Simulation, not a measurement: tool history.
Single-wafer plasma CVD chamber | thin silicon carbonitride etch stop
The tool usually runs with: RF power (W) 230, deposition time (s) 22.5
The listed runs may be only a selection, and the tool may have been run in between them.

| run | hour | RF power (W) | deposition time (s) | wafers since the last listed run | hours since the last thermocouple change | hours since the last RF generator calibration | hours since the showerhead was replaced | hours since the gauge calibration | read-back reference wafer on the same gauge, thickness_nm | mean film thickness on the monitor wafer (angstrom) |
|---|---|---|---|---|---|---|---|---|---|---|
| 1 | 0.0 | 230 | 22.5 | 0 | 236.5 | 1046.0 | 1535.2 | 1213.5 | 11.395 | 130.96 |
| 2 | 67.7 | 230 | 22.5 | 1904 | 304.2 | 1113.7 | 1602.9 | 1281.2 | 11.406 | 131.27 |
|  | 78.5 | gauge calibrated |
| 3 | 136.8 | 230 | 22.5 | 1943 | 373.3 | 1182.8 | 1672.0 | 58.3 | 11.405 | 130.97 |
| 4 | 180.1 | 230 | 22.5 | 1218 | 416.6 | 1226.1 | 1715.3 | 101.6 | 11.394 | 129.81 |
| 5 | 235.6 | 230 | 22.5 | 1561 | 472.1 | 1281.6 | 1770.8 | 157.1 | 11.395 | 130.88 |
| 6 | 263.3 | 230 | 22.5 | 779 | 499.8 | 1309.3 | 1798.5 | 184.8 | 11.406 | 131.07 |
| 7 | 324.3 | 230 | 22.5 | 1715 | 560.8 | 1370.3 | 1859.5 | 245.8 | 11.398 | 130.68 |
| 8 | 378.6 | 230 | 22.5 | 1527 | 615.1 | 1424.6 | 1913.8 | 300.1 | 11.397 | 130.85 |
| 9 | 443.9 | 230 | 22.5 | 1836 | 680.4 | 1489.9 | 1979.1 | 365.4 | 11.398 | 130.18 |
| 10 | 490.9 | 265 | 22.5 | 1322 | 727.4 | 1536.9 | 2026.1 | 412.4 | 11.398 | 134.77 |
| 11 | 550.2 | 265 | 22.5 | 1668 | 786.7 | 1596.2 | 2085.4 | 471.7 | 11.407 | 135.37 |
| 12 | 591.4 | 230 | 22.5 | 1158 | 827.9 | 1637.4 | 2126.6 | 512.9 | 11.401 | 130.50 |
| 13 | 632.6 | 230 | 22.5 | 1158 | 869.1 | 1678.6 | 2167.8 | 554.1 | 11.397 | 130.64 |
|  | 722.9 | showerhead replaced |
|  | 733.9 | thermocouple changed; heater temperature recalibrated |
|  | 781.9 | RF generator calibrated |
| 14 | 782.4 | 230 | 22.5 | 3538 | 48.5 | 0.5 | 59.5 | 703.9 | 11.391 | 129.45 |
| 15 | 845.2 | 230 | 22.5 | 1766 | 111.3 | 63.3 | 122.3 | 766.7 | 11.403 | 128.58 |
| 16 | 884.6 | 230 | 22.5 | 1108 | 150.7 | 102.7 | 161.7 | 806.1 | 11.395 | 128.60 |
| 17 | 911.5 | 190 | 22.5 | 756 | 177.6 | 129.6 | 188.6 | 833.0 | 11.396 | 123.76 |
| 18 | 969.0 | 210 | 26.0 | 1617 | 235.1 | 187.1 | 246.1 | 890.5 | 11.396 | 145.67 |
| 19 | 1000.9 | 230 | 22.5 | 897 | 267.0 | 219.0 | 278.0 | 922.4 | 11.396 | 128.55 |
|  | 1087.1 | RF generator calibrated, repeated, since the last time left the tool worse |
| 20 | 1101.3 | 210 | 26.0 | 2599 | 367.4 | 14.2 | 378.4 | 1022.8 | 11.399 | 148.79 |
|  | 1109.3 | gauge calibrated |
| 21 | 1127.5 | 265 | 20.3 | 737 | 393.6 | 40.4 | 404.6 | 18.2 | 11.408 | 123.26 |
| 22 | 1197.1 | 190 | 26.8 | 1957 | 463.2 | 110.0 | 474.2 | 87.8 | 11.392 | 150.52 |
| 23 | 1256.2 | 190 | 26.8 | 1662 | 522.3 | 169.1 | 533.3 | 146.9 | 11.410 | 151.66 |
| 24 | 1285.4 | 190 | 24.2 | 821 | 551.5 | 198.3 | 562.5 | 176.1 | 11.399 | 135.17 |
| 25 | 1339.3 | 230 | 18.8 | 1516 | 605.4 | 252.2 | 616.4 | 230.0 | 11.395 | 110.33 |
| 26 | 1399.7 | 200 | 25.3 | 1699 | 665.8 | 312.6 | 676.8 | 290.4 | 11.402 | 142.55 |
| 27 | 1453.3 | 255 | 22.5 | 1507 | 719.4 | 366.2 | 730.4 | 344.0 | 11.396 | 134.85 |
| 28 | 1503.0 | 230 | 22.5 | 1398 | 769.1 | 415.9 | 780.1 | 393.7 | 11.406 | 132.26 |
| 29 | 1528.5 | 230 | 22.5 | 717 | 794.6 | 441.4 | 805.6 | 419.2 | 11.401 | 131.11 |
| 30 | 1553.0 | 245 | 26.3 | 689 | 819.1 | 465.9 | 830.1 | 443.7 | 11.408 | 156.17 |
| 31 | 1597.0 | 230 | 20.5 | 1237 | 863.1 | 509.9 | 874.1 | 487.7 | 11.402 | 119.49 |
| 32 | 1638.8 | 220 | 26.6 | 1175 | 904.9 | 551.7 | 915.9 | 529.5 | 11.400 | 153.98 |

Predict each of these 4 candidate next runs independently; none follows another, all start after run 32:
| A | 1639.2 | 230 | 22.5 | 11 | 905.3 | 552.1 | 916.3 | 529.9 | ? | ? |
| B | 1639.2 | 230 | 20.1 | 11 | 905.3 | 552.1 | 916.3 | 529.9 | ? | ? |
| C | 1639.2 | 200 | 25.9 | 11 | 905.3 | 552.1 | 916.3 | 529.9 | ? | ? |
| D | 1639.2 | 230 | 24.9 | 11 | 905.3 | 552.1 | 916.3 | 529.9 | ? | ? |

| run | read-back reference wafer on the same gauge, thickness_nm | mean film thickness on the monitor wafer (angstrom) |
|---|---|---|
| A | 11.398 | 131.28 |
| B | 11.398 | 117.28 |
| C | 11.398 | 146.42 |
| D | 11.398 | 145.29 |
Stripped of hidden state, with their random variation kept, the same runs would have yielded:
| run | mean film thickness on the monitor wafer (angstrom) |
|---|---|
| A | 131.99 |
| B | 117.91 |
| C | 147.21 |
| D | 146.07 |
